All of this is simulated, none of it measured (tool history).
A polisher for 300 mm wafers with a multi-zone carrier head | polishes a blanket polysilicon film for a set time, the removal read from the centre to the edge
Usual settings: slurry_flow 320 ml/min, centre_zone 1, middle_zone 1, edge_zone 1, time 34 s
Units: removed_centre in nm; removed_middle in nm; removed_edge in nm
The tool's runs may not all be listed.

run,hour,slurry_flow,centre_zone,middle_zone,edge_zone,time,"incoming thickness of the incoming film, nm",removed_centre,removed_middle,removed_edge
1,0,320,1,1,0.92,34,1826.1,341,335.2,332.5
2,10.6,320,1,1,0.92,34,1840,339.8,340.6,335.6
3,19.4,320,1.1,1,1.09,34,1811.2,388.5,341.8,367.8
4,29.9,375,1.04,0.9,0.91,34,1833.8,352,315,338.3
# hour 39.3: edge zone pressure recalibrated
5,39.8,230,1.11,1.06,1.08,34,1806.3,367.8,352.9,357.6
6,55,320,1,1,1,34,1856.7,349,334.9,347.5
7,63.1,360,0.95,1.03,0.93,34,1799.1,334.9,355.2,335.1
# hour 75.7: centre zone pressure recalibrated
# hour 88.1: worn pad replaced by a new one
8,108.5,320,0.88,1.04,1,34,1840.1,308,357,346.8
9,126,405,1,1,1,38,1830,392.9,387.1,399.7
# hour 135.8: slurry nozzle cleaned
10,138.6,320,1,1,0.88,34,1824.2,336.8,336.5,330.7
11,147.7,320,1.06,1,0.9,41,1826.5,432.2,411.2,396.2
# hour 167: carrier head's membrane replaced by a new one
12,167.5,320,1,1,0.89,34,1847.7,352.2,343.6,334.7
# hour 182.2: worn pad replaced by a new one
13,182.7,320,1,1.12,1,34,1826.4,354.3,373.6,347.1
14,188.8,360,0.95,0.95,1,34,1832.2,331.1,331,355.8
15,203.5,320,0.9,1,1,34,1863.6,301,343.7,355.6
16,217.4,320,1,1,1,34,1843.6,338.7,342.5,346.8
17,234.7,320,1,0.92,1,23,1841.6,233.2,215,235.4
18,243.3,320,1,1,1,34,1830.5,349.5,340.1,349.3
19,252.9,400,1,1.05,1,37,1854.5,379.8,392.2,389
20,266.6,320,1,1,1,34,1847,344.1,343.8,348.1
# hour 272.2: worn pad replaced by a new one
21,276.6,320,0.95,1,1,27,1829.4,264.4,271.8,278
22,290,320,1,1,1,34,1865.8,342,342.4,343.9

4 ways to go on from here, each from the tool as it stands after run 22. What would each give?
A,290.4,215,1,1,1,34,1852.3,?,?,?
B,290.4,320,0.95,1,1,34,1852.3,?,?,?
C,290.4,220,1.05,1,1,34,1852.3,?,?,?
D,290.4,320,1,0.91,1,34,1852.3,?,?,?

run,removed_centre,removed_middle,removed_edge
A,342.6,336.6,347.2
B,334.8,345.5,354
C,360.5,337,347.6
D,352.4,320.4,354.4
Without the tool's hidden state the same runs would have given:
run,removed_centre,removed_middle,removed_edge
A,342.6,336.6,347.2
B,334.8,345.5,354
C,360.5,337,347.6
D,352.4,320.4,354.4
